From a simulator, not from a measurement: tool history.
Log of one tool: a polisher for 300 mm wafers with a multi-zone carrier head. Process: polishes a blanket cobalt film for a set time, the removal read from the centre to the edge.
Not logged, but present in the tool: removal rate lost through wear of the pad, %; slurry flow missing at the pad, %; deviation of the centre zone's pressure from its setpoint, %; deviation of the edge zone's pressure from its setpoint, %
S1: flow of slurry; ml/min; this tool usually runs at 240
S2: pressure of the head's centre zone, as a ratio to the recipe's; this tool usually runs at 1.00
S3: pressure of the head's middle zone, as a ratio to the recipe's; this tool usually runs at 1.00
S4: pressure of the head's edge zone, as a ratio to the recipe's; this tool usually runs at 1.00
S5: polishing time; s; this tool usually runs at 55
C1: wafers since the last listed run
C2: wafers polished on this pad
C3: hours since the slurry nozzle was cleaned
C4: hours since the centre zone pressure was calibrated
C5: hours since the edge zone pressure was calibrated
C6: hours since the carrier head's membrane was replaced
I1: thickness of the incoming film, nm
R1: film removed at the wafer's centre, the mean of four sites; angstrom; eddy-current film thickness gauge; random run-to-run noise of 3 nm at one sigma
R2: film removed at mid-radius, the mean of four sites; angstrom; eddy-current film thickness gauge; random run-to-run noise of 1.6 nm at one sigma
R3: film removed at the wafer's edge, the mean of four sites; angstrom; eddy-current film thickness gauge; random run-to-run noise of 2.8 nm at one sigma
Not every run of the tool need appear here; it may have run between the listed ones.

run,hour,S1,S2,S3,S4,S5,C1,C2,C3,C4,C5,C6,I1,R1,R2,R3
1,0.0,240,1.00,1.00,1.00,55,0,306,386.4,1238.4,498.7,1048.9,749.2,1971,1945,2000
2,7.0,185,1.00,1.00,1.00,55,64,371,393.4,1245.4,505.7,1055.9,746.4,1865,1844,1906
3,15.4,185,1.00,1.00,1.00,55,77,449,401.8,1253.8,514.1,1064.3,742.7,1816,1842,1864
4,28.9,185,1.00,1.00,1.00,55,125,574,415.3,1267.3,527.6,1077.8,747.6,1725,1764,1817
# hour 33.1: worn pad replaced by a new one
5,39.5,240,1.00,1.00,1.00,55,61,59,425.9,1277.9,538.2,1088.4,748.0,2130,2061,2091
6,54.1,240,1.00,1.00,1.00,55,135,194,440.5,1292.5,552.8,1103.0,735.8,2005,2060,2060
7,66.9,215,1.00,1.00,1.00,46,118,313,453.3,1305.3,565.6,1115.8,736.3,1594,1637,1658
8,75.6,280,1.00,1.00,1.00,47,80,393,462.0,1314.0,574.3,1124.5,740.2,1724,1701,1724
9,88.6,240,1.00,1.00,1.00,55,120,514,475.0,1327.0,587.3,1137.5,733.6,1917,1887,1934
# hour 96.9: worn pad replaced by a new one
10,109.7,240,1.00,1.00,1.00,55,158,118,496.1,1348.1,608.4,1158.6,725.3,2070,2041,2077
11,121.0,240,1.00,1.00,1.00,55,104,223,507.4,1359.4,619.7,1169.9,731.9,2018,2038,2094
# hour 130.3: carrier head's membrane replaced by a new one
# hour 132.1: centre zone pressure recalibrated
12,147.6,240,1.00,1.00,1.00,55,183,407,534.0,15.5,646.3,17.3,743.7,1931,1917,1962
# hour 153.4: edge zone pressure recalibrated
# hour 154.1: worn pad replaced by a new one
# hour 158.4: slurry nozzle cleaned
13,158.9,240,1.00,1.00,1.00,55,70,35,0.5,26.8,5.5,28.6,741.4,2157,2101,2115
14,172.7,185,1.00,1.00,1.00,55,127,162,14.3,40.6,19.3,42.4,736.5,1944,1967,1992
15,181.4,240,1.07,0.93,1.00,55,80,243,23.0,49.3,28.0,51.1,735.5,2114,1872,2072
16,199.1,310,1.04,1.00,1.00,68,163,407,40.7,67.0,45.7,68.8,752.3,2637,2456,2540
17,215.5,240,1.12,1.00,1.00,55,151,559,57.1,83.4,62.1,85.2,734.5,2123,1876,1928
# hour 221.1: worn pad replaced by a new one
18,223.2,315,1.00,1.00,1.05,63,34,19,64.8,91.1,69.8,92.9,740.5,2494,2481,2550
19,239.2,240,1.10,1.10,1.00,48,148,167,80.8,107.1,85.8,108.9,734.0,1910,1932,1804
20,251.1,285,1.00,1.07,1.10,72,110,277,92.7,119.0,97.7,120.8,753.7,2642,2826,2726

Alternative continuations, all from the tool just after run 20; predict every row:
A,251.5,240,1.00,0.96,1.00,55,3,281,93.1,119.4,98.1,121.2,746.8,?,?,?
B,251.5,270,0.90,1.00,0.89,55,3,281,93.1,119.4,98.1,121.2,746.8,?,?,?
C,251.5,215,1.00,1.00,1.10,42,3,281,93.1,119.4,98.1,121.2,746.8,?,?,?

run,R1,R2,R3
A,1946,1937,1969
B,1780,2036,1907
C,1461,1507,1542
What these runs would have given with no unlogged condition in the tool:
run,R1,R2,R3
A,2083,2073,2107
B,1904,2179,2041
C,1563,1613,1650

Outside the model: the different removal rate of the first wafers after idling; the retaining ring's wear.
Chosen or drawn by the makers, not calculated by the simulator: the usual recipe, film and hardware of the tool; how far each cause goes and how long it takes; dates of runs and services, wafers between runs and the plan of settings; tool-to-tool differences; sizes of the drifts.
